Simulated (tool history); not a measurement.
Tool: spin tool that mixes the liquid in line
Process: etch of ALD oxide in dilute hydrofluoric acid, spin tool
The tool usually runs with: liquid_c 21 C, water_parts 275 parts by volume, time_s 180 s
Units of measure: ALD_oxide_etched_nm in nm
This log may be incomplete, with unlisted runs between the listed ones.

| run | hour | liquid_c | water_parts | time_s | wafers since the last listed run | hours since the thermometer was replaced | hours since the hydrofluoric acid flow meter was replaced | hours since the gauge calibration | read-back film thickness of the ALD oxide reference wafer, read on the same gauge (nm) | ALD_oxide_etched_nm |
|---|---|---|---|---|---|---|---|---|---|---|
| 1 | 0 | 21 | 275 | 180 | 0 | 799.7 | 241 | 13.7 | 89.9 | 11.63 |
| 2 | 26.5 | 21 | 275 | 180 | 187 | 826.2 | 267.5 | 40.2 | 89.97 | 11.61 |
| 3 | 46.3 | 21 | 275 | 180 | 139 | 846 | 287.3 | 60 | 90.08 | 11.75 |
| 4 | 76.4 | 21 | 275 | 180 | 212 | 876.1 | 317.4 | 90.1 | 90.18 | 11.75 |
| 5 | 101.9 | 21 | 275 | 180 | 180 | 901.6 | 342.9 | 115.6 | 90.23 | 11.82 |
| 6 | 136.3 | 21 | 275 | 180 | 242 | 936 | 377.3 | 150 | 90.41 | 11.72 |
| 7 | 152.1 | 21 | 275 | 180 | 111 | 951.8 | 393.1 | 165.8 | 90.43 | 11.74 |
| 8 | 183.6 | 21 | 275 | 180 | 222 | 983.3 | 424.6 | 197.3 | 90.52 | 11.83 |
| 9 | 197.3 | 21 | 275 | 180 | 96 | 997 | 438.3 | 211 | 90.61 | 11.69 |
|  | 199.7 | thermometer replaced |
| 10 | 226.1 | 21 | 275 | 180 | 196 | 26.4 | 467.1 | 239.8 | 90.69 | 11.75 |
|  | 248.4 | hydrofluoric acid flow meter replaced |
| 11 | 250.8 | 21 | 235 | 180 | 167 | 51.1 | 2.4 | 264.5 | 90.76 | 14.44 |
| 12 | 285.1 | 22.5 | 220 | 290 | 242 | 85.4 | 36.7 | 298.8 | 90.95 | 26.62 |
| 13 | 318.3 | 22.5 | 355 | 230 | 234 | 118.6 | 69.9 | 332 | 91.02 | 11.52 |
| 14 | 331.3 | 18.5 | 170 | 280 | 91 | 131.6 | 82.9 | 345 | 91.03 | 30.06 |
| 15 | 359.8 | 18 | 325 | 230 | 201 | 160.1 | 111.4 | 373.5 | 91.18 | 10.92 |
| 16 | 380.3 | 23 | 275 | 215 | 144 | 180.6 | 131.9 | 394 | 91.25 | 15.33 |
| 17 | 393.4 | 23 | 360 | 240 | 92 | 193.7 | 145 | 407.1 | 91.33 | 12.06 |
| 18 | 424.2 | 19.5 | 185 | 145 | 217 | 224.5 | 175.8 | 437.9 | 91.39 | 14.64 |
|  | 435.8 | gauge calibrated |
| 19 | 445.8 | 21 | 275 | 180 | 152 | 246.1 | 197.4 | 10 | 90.09 | 11.77 |
| 20 | 465.7 | 21 | 275 | 180 | 140 | 266 | 217.3 | 29.9 | 90.2 | 11.84 |
| 21 | 501.3 | 24 | 275 | 145 | 251 | 301.6 | 252.9 | 65.5 | 90.28 | 10.57 |
| 22 | 527.9 | 21 | 275 | 180 | 187 | 328.2 | 279.5 | 92.1 | 90.38 | 11.64 |
| 23 | 557.3 | 21 | 275 | 180 | 207 | 357.6 | 308.9 | 121.5 | 90.53 | 11.81 |

Predict each of these 5 candidate next runs independently; none follows another, all start after run 23:
| A | 557.8 | 21 | 275 | 180 | 3 | 358.1 | 309.4 | 122 | ? | ? |
| B | 557.8 | 22.5 | 380 | 215 | 3 | 358.1 | 309.4 | 122 | ? | ? |
| C | 557.8 | 21 | 275 | 270 | 3 | 358.1 | 309.4 | 122 | ? | ? |
| D | 557.8 | 19.5 | 330 | 150 | 3 | 358.1 | 309.4 | 122 | ? | ? |
| E | 557.8 | 25 | 170 | 270 | 3 | 358.1 | 309.4 | 122 | ? | ? |

| run | read-back film thickness of the ALD oxide reference wafer, read on the same gauge (nm) | ALD_oxide_etched_nm |
|---|---|---|
| A | 90.45 | 11.78 |
| B | 90.45 | 9.76 |
| C | 90.45 | 17.67 |
| D | 90.45 | 7.37 |
| E | 90.45 | 36.9 |
Had the tool no hidden state, the same runs would have come out as:
| run | ALD_oxide_etched_nm |
|---|---|
| A | 11.71 |
| B | 9.7 |
| C | 17.57 |
| D | 7.33 |
| E | 36.7 |
